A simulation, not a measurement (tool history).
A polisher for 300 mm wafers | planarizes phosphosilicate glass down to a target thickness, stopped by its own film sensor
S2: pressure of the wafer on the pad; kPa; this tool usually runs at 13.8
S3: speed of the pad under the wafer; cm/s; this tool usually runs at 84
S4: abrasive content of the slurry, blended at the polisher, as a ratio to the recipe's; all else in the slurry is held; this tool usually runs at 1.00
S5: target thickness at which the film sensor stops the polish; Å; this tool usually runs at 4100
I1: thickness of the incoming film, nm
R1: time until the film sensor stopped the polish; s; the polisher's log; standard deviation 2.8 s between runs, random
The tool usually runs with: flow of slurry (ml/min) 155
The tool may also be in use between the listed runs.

{"run": 1, "hour": 0.0, "flow of slurry (ml/min)": 145, "S2": 13.8, "S3": 84, "S4": 0.85, "S5": 4100, "I1": 942.9, "R1": 208.6}
{"run": 2, "hour": 13.8, "flow of slurry (ml/min)": 155, "S2": 13.8, "S3": 84, "S4": 1.0, "S5": 4100, "I1": 947.8, "R1": 183.1}
{"run": 3, "hour": 26.8, "flow of slurry (ml/min)": 155, "S2": 16.5, "S3": 84, "S4": 0.9, "S5": 4100, "I1": 934.5, "R1": 168.9}
{"run": 4, "hour": 40.1, "flow of slurry (ml/min)": 155, "S2": 15.9, "S3": 58, "S4": 1.3, "S5": 2600, "I1": 937.6, "R1": 225.9}
{"hour": 44.6, "done": "conditioning disc replaced and pad reconditioned"}
{"run": 5, "hour": 52.9, "flow of slurry (ml/min)": 155, "S2": 13.8, "S3": 74, "S4": 1.0, "S5": 3170, "I1": 939.1, "R1": 182.6}
{"hour": 66.7, "done": "worn pad replaced by a new one"}
{"run": 6, "hour": 86.4, "flow of slurry (ml/min)": 180, "S2": 13.8, "S3": 84, "S4": 1.0, "S5": 4100, "I1": 945.5, "R1": 146.1}
{"run": 7, "hour": 104.3, "flow of slurry (ml/min)": 155, "S2": 15.2, "S3": 70, "S4": 0.8, "S5": 4100, "I1": 929.9, "R1": 182.2}
{"run": 8, "hour": 127.2, "flow of slurry (ml/min)": 130, "S2": 13.8, "S3": 84, "S4": 1.0, "S5": 5060, "I1": 933.1, "R1": 132.9}
{"run": 9, "hour": 143.6, "flow of slurry (ml/min)": 175, "S2": 11.0, "S3": 98, "S4": 1.0, "S5": 4100, "I1": 935.4, "R1": 173.5}
{"run": 10, "hour": 156.9, "flow of slurry (ml/min)": 155, "S2": 13.8, "S3": 84, "S4": 1.0, "S5": 4100, "I1": 928.8, "R1": 159.3}
{"run": 11, "hour": 173.8, "flow of slurry (ml/min)": 155, "S2": 13.8, "S3": 84, "S4": 1.0, "S5": 4100, "I1": 953.3, "R1": 167.3}
{"run": 12, "hour": 193.7, "flow of slurry (ml/min)": 155, "S2": 13.8, "S3": 84, "S4": 1.0, "S5": 4100, "I1": 928.6, "R1": 162.1}
{"run": 13, "hour": 215.6, "flow of slurry (ml/min)": 155, "S2": 13.8, "S3": 74, "S4": 1.0, "S5": 3520, "I1": 937.9, "R1": 208.2}
{"run": 14, "hour": 235.0, "flow of slurry (ml/min)": 155, "S2": 13.8, "S3": 84, "S4": 1.0, "S5": 4100, "I1": 950.4, "R1": 179.0}
{"hour": 246.6, "done": "worn pad replaced by a new one"}
{"hour": 252.0, "done": "head pressure recalibrated"}
{"hour": 263.8, "done": "conditioning disc replaced and pad reconditioned"}
{"run": 15, "hour": 269.6, "flow of slurry (ml/min)": 155, "S2": 13.8, "S3": 84, "S4": 1.0, "S5": 4100, "I1": 936.6, "R1": 152.5}
{"run": 16, "hour": 288.1, "flow of slurry (ml/min)": 155, "S2": 13.8, "S3": 84, "S4": 1.0, "S5": 4100, "I1": 939.1, "R1": 155.1}
{"run": 17, "hour": 302.4, "flow of slurry (ml/min)": 145, "S2": 13.8, "S3": 84, "S4": 0.85, "S5": 4100, "I1": 939.9, "R1": 178.7}
{"run": 18, "hour": 323.0, "flow of slurry (ml/min)": 170, "S2": 16.5, "S3": 108, "S4": 1.0, "S5": 4100, "I1": 924.6, "R1": 113.3}
{"run": 19, "hour": 345.0, "flow of slurry (ml/min)": 105, "S2": 13.8, "S3": 84, "S4": 1.0, "S5": 5890, "I1": 941.9, "R1": 115.0}
{"hour": 369.3, "done": "slurry blender recalibrated"}
{"run": 20, "hour": 369.7, "flow of slurry (ml/min)": 185, "S2": 13.8, "S3": 96, "S4": 0.85, "S5": 5000, "I1": 948.3, "R1": 141.1}
{"run": 21, "hour": 385.2, "flow of slurry (ml/min)": 155, "S2": 13.8, "S3": 84, "S4": 1.0, "S5": 4100, "I1": 946.6, "R1": 163.8}
{"run": 22, "hour": 400.6, "flow of slurry (ml/min)": 155, "S2": 13.8, "S3": 84, "S4": 1.2, "S5": 4100, "I1": 929.0, "R1": 153.7}
{"hour": 451.4, "done": "slurry nozzle cleaned"}
{"hour": 461.6, "done": "worn pad replaced by a new one"}
{"run": 23, "hour": 487.2, "flow of slurry (ml/min)": 155, "S2": 10.3, "S3": 100, "S4": 1.0, "S5": 2970, "I1": 955.2, "R1": 268.1}
{"hour": 497.3, "done": "conditioning disc replaced and pad reconditioned"}
{"run": 24, "hour": 499.3, "flow of slurry (ml/min)": 155, "S2": 15.9, "S3": 94, "S4": 1.0, "S5": 5790, "I1": 944.7, "R1": 78.8}
{"run": 25, "hour": 514.0, "flow of slurry (ml/min)": 120, "S2": 13.8, "S3": 114, "S4": 1.0, "S5": 4100, "I1": 939.1, "R1": 127.4}
{"run": 26, "hour": 535.9, "flow of slurry (ml/min)": 155, "S2": 16.5, "S3": 84, "S4": 1.0, "S5": 3480, "I1": 954.9, "R1": 148.0}

What if the next run were any one of these 3? Each begins from the tool's condition after run 26:
{"run": "A", "hour": 536.4, "flow of slurry (ml/min)": 155, "S2": 13.8, "S3": 84, "S4": 1.0, "S5": 4100, "I1": 938.3, "R1": "?"}
{"run": "B", "hour": 536.4, "flow of slurry (ml/min)": 140, "S2": 10.3, "S3": 72, "S4": 1.0, "S5": 4610, "I1": 938.3, "R1": "?"}
{"run": "C", "hour": 536.4, "flow of slurry (ml/min)": 125, "S2": 13.8, "S3": 84, "S4": 1.3, "S5": 4100, "I1": 938.3, "R1": "?"}

run=A R1=150.3
run=B R1=199.6
run=C R1=136.4
What these runs would have given with no unlogged condition in the tool:
run=A R1=139.8
run=B R1=189.4
run=C R1=126.8
